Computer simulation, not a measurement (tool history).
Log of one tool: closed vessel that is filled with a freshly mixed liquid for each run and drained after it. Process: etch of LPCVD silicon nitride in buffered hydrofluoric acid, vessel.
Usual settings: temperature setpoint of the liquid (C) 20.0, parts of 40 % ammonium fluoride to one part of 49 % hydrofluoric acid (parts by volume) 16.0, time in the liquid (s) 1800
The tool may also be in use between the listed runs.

run	day	temperature setpoint of the liquid (C)	parts of 40 % ammonium fluoride to one part of 49 % hydrofluoric acid (parts by volume)	time in the liquid (s)	wafers since the last listed run	hours since the thermometer was replaced	hours since the hydrofluoric acid flow meter was replaced	hours since the gauge calibration	read-back film thickness of the LPCVD silicon nitride reference wafer, read on the same gauge (nm)	thickness taken off the LPCVD silicon nitride on a monitor wafer (Å)
1	0.000	18.0	11.5	1800	0	479.9	470.7	137.7	80.01	147.4
2	0.546	20.0	16.0	1800	553	493.0	483.8	150.8	79.99	120.1
3	2.508	20.0	16.0	1800	1990	540.1	530.9	197.9	79.99	120.3
4	2.908	20.0	16.0	1800	405	549.7	540.5	207.5	80.00	118.6
5	3.475	20.0	16.0	2620	574	563.3	554.1	221.1	79.99	173.6
6	4.004	20.0	16.0	2620	536	576.0	566.8	233.8	80.00	173.5
7	4.712	20.0	16.0	2620	718	593.0	583.8	250.8	80.00	175.0
8	5.312	23.0	16.0	2235	608	607.4	598.2	265.2	80.01	174.7
9	5.796	20.0	16.0	1800	490	619.0	609.8	276.8	80.00	119.8
10	6.079	20.0	16.0	1800	287	625.8	616.6	283.6	80.01	120.8
11	6.429	20.0	16.0	1800	354	634.2	625.0	292.0	79.99	120.3
12	7.025	20.0	16.0	915	604	648.5	639.3	306.3	80.00	60.8
13	7.700	22.5	14.0	1010	684	664.7	655.5	322.5	79.99	87.8
14	8.412	20.0	16.0	1800	722	681.8	672.6	339.6	80.01	120.2
# day 8.688: gauge calibrated
# day 9.571: thermometer replaced
# day 10.454: hydrofluoric acid flow meter replaced
15	10.479	20.0	16.0	1800	2011	21.8	0.6	43.0	79.99	118.9
16	11.096	20.0	16.0	1800	625	36.6	15.4	57.8	80.03	119.3
17	11.500	20.0	16.0	1070	409	46.3	25.1	67.5	79.99	70.5
18	12.192	23.5	16.0	1800	701	62.9	41.7	84.1	79.99	145.6
19	12.800	20.0	16.0	1800	616	77.5	56.3	98.7	80.00	119.3
20	13.483	21.5	12.5	2480	692	93.9	72.7	115.1	79.99	226.3

The next listed run, before its measurement:
21	14.158	20.0	11.5	1800	684	110.1	88.9	131.3	?	?

read-back film thickness of the LPCVD silicon nitride reference wafer, read on the same gauge (nm): 80.02
thickness taken off the LPCVD silicon nitride on a monitor wafer (Å): 164.8
Without the tool's hidden state the same run would have given thickness taken off the LPCVD silicon nitride on a monitor wafer (Å) 164.8.

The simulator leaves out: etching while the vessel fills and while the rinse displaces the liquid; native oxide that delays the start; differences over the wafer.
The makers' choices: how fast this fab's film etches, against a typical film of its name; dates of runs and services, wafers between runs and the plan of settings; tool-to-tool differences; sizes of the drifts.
